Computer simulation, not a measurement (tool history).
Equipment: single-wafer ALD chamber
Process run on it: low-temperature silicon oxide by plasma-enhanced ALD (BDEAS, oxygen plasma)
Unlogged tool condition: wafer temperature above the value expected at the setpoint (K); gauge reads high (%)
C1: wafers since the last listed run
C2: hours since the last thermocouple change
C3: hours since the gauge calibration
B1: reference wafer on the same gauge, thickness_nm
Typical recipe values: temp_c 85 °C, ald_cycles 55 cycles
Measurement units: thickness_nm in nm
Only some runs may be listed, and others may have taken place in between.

Run 1, day 0.000: usual settings but temp_c 73 °C; C1 0; C2 72.5; C3 844.9; B1 8.721. Result: thickness_nm 8.449 nm.
Run 2, day 4.500: usual settings but temp_c 73 °C; C1 537; C2 180.5; C3 952.9; B1 8.723. Result: thickness_nm 8.419 nm.
Run 3, day 6.275: usual settings but ald_cycles 52 cycles; C1 211; C2 223.1; C3 995.5; B1 8.723. Result: thickness_nm 7.719 nm.
Run 4, day 10.262: usual settings but ald_cycles 52 cycles; C1 475; C2 318.8; C3 1091.2; B1 8.713. Result: thickness_nm 7.683 nm.
Run 5, day 13.754: usual settings; C1 416; C2 402.6; C3 1175.0; B1 8.719. Result: thickness_nm 8.084 nm.
Run 6, day 15.512: usual settings; C1 209; C2 444.8; C3 1217.2; B1 8.714. Result: thickness_nm 8.144 nm.
Run 7, day 19.688: usual settings; C1 498; C2 545.0; C3 1317.4; B1 8.718. Result: thickness_nm 8.128 nm.
Run 8, day 22.729: usual settings but temp_c 94 °C; C1 362; C2 618.0; C3 1390.4; B1 8.729. Result: thickness_nm 7.908 nm.
Run 9, day 25.075: usual settings; C1 279; C2 674.3; C3 1446.7; B1 8.714. Result: thickness_nm 8.171 nm.
At day 25.117: gauge calibrated.
Run 10, day 28.179: usual settings but temp_c 90 °C, ald_cycles 62 cycles; C1 370; C2 748.8; C3 73.5; B1 8.730. Result: thickness_nm 9.020 nm.
Run 11, day 30.650: usual settings but temp_c 90 °C, ald_cycles 62 cycles; C1 294; C2 808.1; C3 132.8; B1 8.716. Result: thickness_nm 9.044 nm.
Run 12, day 33.221: usual settings but temp_c 93 °C, ald_cycles 46 cycles; C1 306; C2 869.8; C3 194.5; B1 8.725. Result: thickness_nm 6.624 nm.
Run 13, day 37.038: usual settings; C1 455; C2 961.4; C3 286.1; B1 8.723. Result: thickness_nm 8.138 nm.
Run 14, day 39.029: usual settings but temp_c 97 °C, ald_cycles 59 cycles; C1 237; C2 1009.2; C3 333.9; B1 8.716. Result: thickness_nm 8.449 nm.
Run 15, day 43.400: usual settings but temp_c 81 °C, ald_cycles 63 cycles; C1 521; C2 1114.1; C3 438.8; B1 8.722. Result: thickness_nm 9.472 nm.
At day 47.042: thermocouple changed; heater temperature recalibrated.
Run 16, day 47.250: usual settings; C1 419; C2 5.0; C3 531.2; B1 8.729. Result: thickness_nm 8.150 nm.
Run 17, day 50.429: usual settings but temp_c 76 °C, ald_cycles 61 cycles; C1 379; C2 81.3; C3 607.5; B1 8.711. Result: thickness_nm 9.254 nm.
Run 18, day 53.029: usual settings but ald_cycles 64 cycles; C1 310; C2 143.7; C3 669.9; B1 8.720. Result: thickness_nm 9.505 nm.
Run 19, day 56.079: usual settings but temp_c 78 °C; C1 363; C2 216.9; C3 743.1; B1 8.726. Result: thickness_nm 8.314 nm.
Run 20, day 59.779: usual settings but temp_c 92 °C, ald_cycles 51 cycles; C1 441; C2 305.7; C3 831.9; B1 8.722. Result: thickness_nm 7.408 nm.
Run 21, day 62.575: usual settings; C1 333; C2 372.8; C3 899.0; B1 8.725. Result: thickness_nm 8.124 nm.
Run 22, day 64.225: usual settings but temp_c 90 °C, ald_cycles 60 cycles; C1 196; C2 412.4; C3 938.6; B1 8.710. Result: thickness_nm 8.726 nm.

Each row is a separate what-if for the run after 22, all from the same tool condition, not one after another. Results?
Run A, day 64.246: usual settings; C1 2; C2 412.9; C3 939.1; B1 ?. Result: thickness_nm ?.
Run B, day 64.246: usual settings but temp_c 74 °C, ald_cycles 59 cycles; C1 2; C2 412.9; C3 939.1; B1 ?. Result: thickness_nm ?.
Run C, day 64.246: usual settings but ald_cycles 50 cycles; C1 2; C2 412.9; C3 939.1; B1 ?. Result: thickness_nm ?.

run     B1  thickness_nm
  A  8.715         8.139
  B  8.715         9.021
  C  8.715         7.399
With no hidden state in the tool, these same runs would have given:
run  thickness_nm
  A         8.139
  B         9.021
  C         7.399

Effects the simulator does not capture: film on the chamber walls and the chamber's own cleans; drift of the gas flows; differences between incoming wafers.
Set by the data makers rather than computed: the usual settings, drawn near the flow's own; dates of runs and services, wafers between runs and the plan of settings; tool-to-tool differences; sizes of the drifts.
